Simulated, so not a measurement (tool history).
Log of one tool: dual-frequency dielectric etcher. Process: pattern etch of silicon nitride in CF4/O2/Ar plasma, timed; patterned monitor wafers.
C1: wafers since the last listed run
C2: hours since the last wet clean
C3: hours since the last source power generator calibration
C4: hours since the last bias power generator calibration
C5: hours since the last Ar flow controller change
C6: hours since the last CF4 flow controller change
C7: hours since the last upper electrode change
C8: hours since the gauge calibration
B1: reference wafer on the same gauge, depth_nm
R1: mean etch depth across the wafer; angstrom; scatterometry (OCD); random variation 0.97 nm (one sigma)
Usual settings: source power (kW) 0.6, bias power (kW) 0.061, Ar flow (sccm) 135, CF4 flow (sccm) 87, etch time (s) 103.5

Run 1, hour 0: usual settings; C1 0; C2 323.4; C3 2758; C4 3885; C5 1224.7; C6 3438.1; C7 3332.2; C8 432.2; B1 184. Result: R1 2230 angstrom.
Run 2, hour 28.1: usual settings but Ar flow (sccm) 149; C1 327; C2 351.5; C3 2786.1; C4 3913.1; C5 1252.8; C6 3466.2; C7 3360.3; C8 460.3; B1 184. Result: R1 2201 angstrom.
Run 3, hour 40.2: usual settings but Ar flow (sccm) 149; C1 140; C2 363.6; C3 2798.2; C4 3925.2; C5 1264.9; C6 3478.3; C7 3372.4; C8 472.4; B1 184. Result: R1 2188 angstrom.
Run 4, hour 64.4: usual settings; C1 281; C2 387.8; C3 2822.4; C4 3949.4; C5 1289.1; C6 3502.5; C7 3396.6; C8 496.6; B1 183.9. Result: R1 2239 angstrom.
At hour 96.4: wet clean of the chamber.
Run 5, hour 96.9: usual settings; C1 99; C2 0.5; C3 2854.9; C4 3981.9; C5 1321.6; C6 3535; C7 3429.1; C8 529.1; B1 184.1. Result: R1 2241 angstrom.
Run 6, hour 113.3: usual settings; C1 191; C2 16.9; C3 2871.3; C4 3998.3; C5 1338; C6 3551.4; C7 3445.5; C8 545.5; B1 184. Result: R1 2234 angstrom.
At hour 134: gauge calibrated.
Run 7, hour 161: usual settings; C1 555; C2 64.6; C3 2919; C4 4046; C5 1385.7; C6 3599.1; C7 3493.2; C8 27; B1 183.9. Result: R1 2229 angstrom.
Run 8, hour 179.7: usual settings; C1 217; C2 83.3; C3 2937.7; C4 4064.7; C5 1404.4; C6 3617.8; C7 3511.9; C8 45.7; B1 184.1. Result: R1 2241 angstrom.
Run 9, hour 205.6: usual settings but source power (kW) 0.74, bias power (kW) 0.054, CF4 flow (sccm) 73; C1 301; C2 109.2; C3 2963.6; C4 4090.6; C5 1430.3; C6 3643.7; C7 3537.8; C8 71.6; B1 184.1. Result: R1 2593 angstrom.
Run 10, hour 236.9: usual settings; C1 364; C2 140.5; C3 2994.9; C4 4121.9; C5 1461.6; C6 3675; C7 3569.1; C8 102.9; B1 184.1. Result: R1 2264 angstrom.
At hour 252: CF4 flow controller replaced.
Run 11, hour 256.7: usual settings but bias power (kW) 0.076, Ar flow (sccm) 122; C1 160; C2 160.3; C3 3014.7; C4 4141.7; C5 1481.4; C6 4.7; C7 3588.9; C8 122.7; B1 183.9. Result: R1 2445 angstrom.
Run 12, hour 282.5: usual settings but bias power (kW) 0.047, Ar flow (sccm) 147; C1 300; C2 186.1; C3 3040.5; C4 4167.5; C5 1507.2; C6 30.5; C7 3614.7; C8 148.5; B1 184. Result: R1 2030 angstrom.
At hour 293.2: source power generator calibrated.
At hour 299.8: Ar flow controller replaced.
At hour 312.2: bias power generator calibrated.
At hour 317.1: upper electrode replaced.
Run 13, hour 317.6: usual settings but bias power (kW) 0.056, Ar flow (sccm) 165, CF4 flow (sccm) 107; C1 189; C2 221.2; C3 24.4; C4 5.4; C5 17.8; C6 65.6; C7 0.5; C8 183.6; B1 183.9. Result: R1 2173 angstrom.
Run 14, hour 340.7: usual settings but source power (kW) 0.67, CF4 flow (sccm) 68; C1 269; C2 244.3; C3 47.5; C4 28.5; C5 40.9; C6 88.7; C7 23.6; C8 206.7; B1 183.8. Result: R1 2446 angstrom.
Run 15, hour 365.1: usual settings; C1 284; C2 268.7; C3 71.9; C4 52.9; C5 65.3; C6 113.1; C7 48; C8 231.1; B1 184.1. Result: R1 2261 angstrom.
Run 16, hour 377.2: usual settings; C1 140; C2 280.8; C3 84; C4 65; C5 77.4; C6 125.2; C7 60.1; C8 243.2; B1 184. Result: R1 2235 angstrom.
Run 17, hour 395.3: usual settings; C1 210; C2 298.9; C3 102.1; C4 83.1; C5 95.5; C6 143.3; C7 78.2; C8 261.3; B1 184. Result: R1 2244 angstrom.
At hour 440.4: wet clean of the chamber.
Run 18, hour 440.9: usual settings; C1 251; C2 0.5; C3 147.7; C4 128.7; C5 141.1; C6 188.9; C7 123.8; C8 306.9; B1 183.8. Result: R1 2252 angstrom.
Run 19, hour 457.1: usual settings but Ar flow (sccm) 106; C1 188; C2 16.7; C3 163.9; C4 144.9; C5 157.3; C6 205.1; C7 140; C8 323.1; B1 184. Result: R1 2305 angstrom.
Run 20, hour 469.4: usual settings but bias power (kW) 0.051, CF4 flow (sccm) 77; C1 143; C2 29; C3 176.2; C4 157.2; C5 169.6; C6 217.4; C7 152.3; C8 335.4; B1 183.9. Result: R1 2063 angstrom.

Forecast each of these 5 alternatives for the next run:
Run A, hour 469.8: usual settings; C1 4; C2 29.4; C3 176.6; C4 157.6; C5 170; C6 217.8; C7 152.7; C8 335.8; B1 ?. Result: R1 ?.
Run B, hour 469.8: usual settings but Ar flow (sccm) 115; C1 4; C2 29.4; C3 176.6; C4 157.6; C5 170; C6 217.8; C7 152.7; C8 335.8; B1 ?. Result: R1 ?.
Run C, hour 469.8: usual settings but CF4 flow (sccm) 102; C1 4; C2 29.4; C3 176.6; C4 157.6; C5 170; C6 217.8; C7 152.7; C8 335.8; B1 ?. Result: R1 ?.
Run D, hour 469.8: usual settings but Ar flow (sccm) 122; C1 4; C2 29.4; C3 176.6; C4 157.6; C5 170; C6 217.8; C7 152.7; C8 335.8; B1 ?. Result: R1 ?.
Run E, hour 469.8: usual settings but source power (kW) 0.65, Ar flow (sccm) 104, etch time (s) 117.5; C1 4; C2 29.4; C3 176.6; C4 157.6; C5 170; C6 217.8; C7 152.7; C8 335.8; B1 ?. Result: R1 ?.

run   B1    R1
  A  184  2260
  B  184  2318
  C  184  2301
  D  184  2296
  E  184  2892
Without the tool's hidden state the same runs would have given:
run    R1
  A  2260
  B  2318
  C  2301
  D  2296
  E  2892
